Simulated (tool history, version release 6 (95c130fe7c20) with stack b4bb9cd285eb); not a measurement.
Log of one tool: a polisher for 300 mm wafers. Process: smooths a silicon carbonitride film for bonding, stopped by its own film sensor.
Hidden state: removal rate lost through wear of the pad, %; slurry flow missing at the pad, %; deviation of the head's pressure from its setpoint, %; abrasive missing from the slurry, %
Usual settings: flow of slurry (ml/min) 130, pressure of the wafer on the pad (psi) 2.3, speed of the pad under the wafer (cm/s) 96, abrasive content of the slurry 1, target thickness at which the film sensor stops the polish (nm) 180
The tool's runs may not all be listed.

run,hour,flow of slurry (ml/min),pressure of the wafer on the pad (psi),speed of the pad under the wafer (cm/s),abrasive content of the slurry,target thickness at which the film sensor stops the polish (nm),wafers since the last listed run,wafers polished on this pad,hours since the slurry nozzle was cleaned,hours since the head pressure was calibrated,hours since the slurry blender was calibrated,"incoming thickness of the incoming film, nm",time until the film sensor stopped the polish (s)
1,0,130,2.3,96,1,180,0,201,289.4,408,142,212.8,124.9
# hour 44.9: slurry nozzle cleaned
# hour 60.7: head pressure recalibrated
2,64.6,130,2.3,96,1,180,341,542,19.7,3.9,206.6,209,118.4
3,125.9,130,1.7,96,1,180,339,882,81,65.2,267.9,212.2,185
# hour 150.7: slurry blender recalibrated
# hour 188.9: worn pad replaced by a new one
4,192.4,130,1.7,96,1,180,335,19,147.5,131.7,41.7,211.2,153
5,223.7,130,1.7,96,1,180,173,192,178.8,163,73,206,135.2
6,293.3,145,2.3,96,1,180,385,578,248.4,232.6,142.6,211.2,128.8
7,321.2,160,2.3,96,1,180,154,732,276.3,260.5,170.5,210.7,121.6
8,347.8,110,1.5,96,1,172,147,880,302.9,287.1,197.1,210.9,259.8
# hour 377.2: slurry nozzle cleaned
9,417.1,160,2.3,122,0.9,187,378,1258,39.9,356.4,266.4,214.3,109
# hour 421.3: worn pad replaced by a new one
10,442.9,130,1.8,120,1,170,120,119,65.7,382.2,292.2,212.2,212.4
11,498.6,130,2.3,96,1,180,308,428,121.4,437.9,347.9,210,154.1
# hour 503.7: slurry blender recalibrated
12,534.5,130,2.3,96,1,180,187,615,157.3,473.8,30.8,213.8,119.8

Forecast run 13:
13,566.7,90,2.8,130,1,180,178,794,189.5,506,63,209.4,?

{"run 13": {"time until the film sensor stopped the polish (s)": 75}}
Without the tool's hidden state the same run would have given time until the film sensor stopped the polish (s) 71.
